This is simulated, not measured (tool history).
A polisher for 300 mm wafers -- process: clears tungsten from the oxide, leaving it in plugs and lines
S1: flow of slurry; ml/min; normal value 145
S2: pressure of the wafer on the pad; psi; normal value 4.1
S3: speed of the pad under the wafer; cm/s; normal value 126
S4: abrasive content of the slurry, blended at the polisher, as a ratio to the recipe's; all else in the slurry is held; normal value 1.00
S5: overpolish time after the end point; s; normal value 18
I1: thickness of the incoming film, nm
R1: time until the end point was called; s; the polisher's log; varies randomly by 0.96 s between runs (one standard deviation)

| run | hour | S1 | S2 | S3 | S4 | S5 | I1 | R1 |
|---|---|---|---|---|---|---|---|---|
| 1 | 0.0 | 145 | 4.1 | 126 | 1.00 | 18 | 608.9 | 83.6 |
| 2 | 12.0 | 145 | 4.1 | 106 | 1.00 | 18 | 609.8 | 97.5 |
| 3 | 19.8 | 145 | 4.1 | 126 | 1.00 | 18 | 618.4 | 85.6 |
|  | 25.2 | head pressure recalibrated |
|  | 44.6 | slurry tank refilled with fresh slurry and peroxide |
|  | 48.6 | worn pad replaced by a new one |
| 4 | 52.5 | 105 | 4.1 | 126 | 1.00 | 18 | 601.2 | 89.4 |
|  | 57.6 | slurry nozzle cleaned |
| 5 | 68.4 | 105 | 4.1 | 126 | 1.00 | 18 | 615.7 | 90.8 |
| 6 | 78.4 | 145 | 4.1 | 126 | 1.00 | 22 | 614.9 | 86.2 |
| 7 | 86.9 | 145 | 4.1 | 126 | 1.00 | 22 | 608.6 | 86.1 |
| 8 | 118.5 | 190 | 4.1 | 126 | 1.00 | 18 | 609.2 | 82.9 |
| 9 | 129.2 | 125 | 2.9 | 126 | 1.00 | 18 | 609.6 | 114.5 |
|  | 135.1 | worn pad replaced by a new one |
| 10 | 142.8 | 145 | 4.1 | 126 | 1.00 | 18 | 597.4 | 84.8 |
| 11 | 155.7 | 145 | 4.1 | 126 | 1.00 | 18 | 613.5 | 86.4 |
| 12 | 167.6 | 160 | 3.5 | 104 | 1.00 | 18 | 603.2 | 113.1 |
| 13 | 181.2 | 145 | 4.9 | 162 | 1.00 | 18 | 603.0 | 60.2 |
| 14 | 197.2 | 120 | 3.1 | 104 | 1.00 | 10 | 604.6 | 129.2 |
| 15 | 203.8 | 145 | 4.1 | 84 | 1.10 | 18 | 614.3 | 119.4 |
|  | 220.2 | slurry blender recalibrated |
| 16 | 221.4 | 145 | 4.1 | 90 | 1.00 | 18 | 620.3 | 110.7 |
|  | 239.0 | slurry tank refilled with fresh slurry and peroxide |
| 17 | 239.5 | 145 | 4.1 | 126 | 1.00 | 18 | 622.4 | 85.0 |
|  | 247.1 | worn pad replaced by a new one |
| 18 | 247.6 | 180 | 4.1 | 90 | 1.00 | 25 | 615.2 | 107.8 |
| 19 | 261.0 | 145 | 2.9 | 126 | 1.30 | 10 | 610.0 | 103.3 |
| 20 | 269.9 | 145 | 4.1 | 126 | 1.00 | 18 | 607.1 | 84.4 |
| 21 | 280.7 | 145 | 4.1 | 126 | 1.00 | 24 | 610.5 | 83.8 |
| 22 | 295.1 | 145 | 4.1 | 126 | 1.00 | 11 | 617.9 | 85.1 |
| 23 | 304.0 | 145 | 4.1 | 148 | 0.85 | 18 | 608.0 | 75.3 |
| 24 | 312.6 | 175 | 4.9 | 148 | 1.00 | 18 | 603.4 | 60.9 |
| 25 | 326.7 | 145 | 4.1 | 170 | 1.00 | 18 | 608.8 | 65.3 |
|  | 333.3 | worn pad replaced by a new one |
| 26 | 340.0 | 145 | 4.1 | 126 | 1.00 | 18 | 608.5 | 83.8 |
| 27 | 348.6 | 145 | 5.4 | 110 | 1.00 | 18 | 603.6 | 75.5 |

Forecast each of these 3 alternatives for the next run:
| A | 349.1 | 145 | 4.1 | 126 | 0.90 | 18 | 611.7 | ? |
| B | 349.1 | 100 | 2.8 | 148 | 1.00 | 18 | 611.7 | ? |
| C | 349.1 | 110 | 3.4 | 126 | 1.00 | 18 | 611.7 | ? |

| run | R1 |
|---|---|
| A | 85.7 |
| B | 105.6 |
| C | 102.8 |
The same runs, with their run-to-run variation unchanged, on a tool lacking any hidden condition would have given:
| run | R1 |
|---|---|
| A | 84.7 |
| B | 104.4 |
| C | 101.6 |
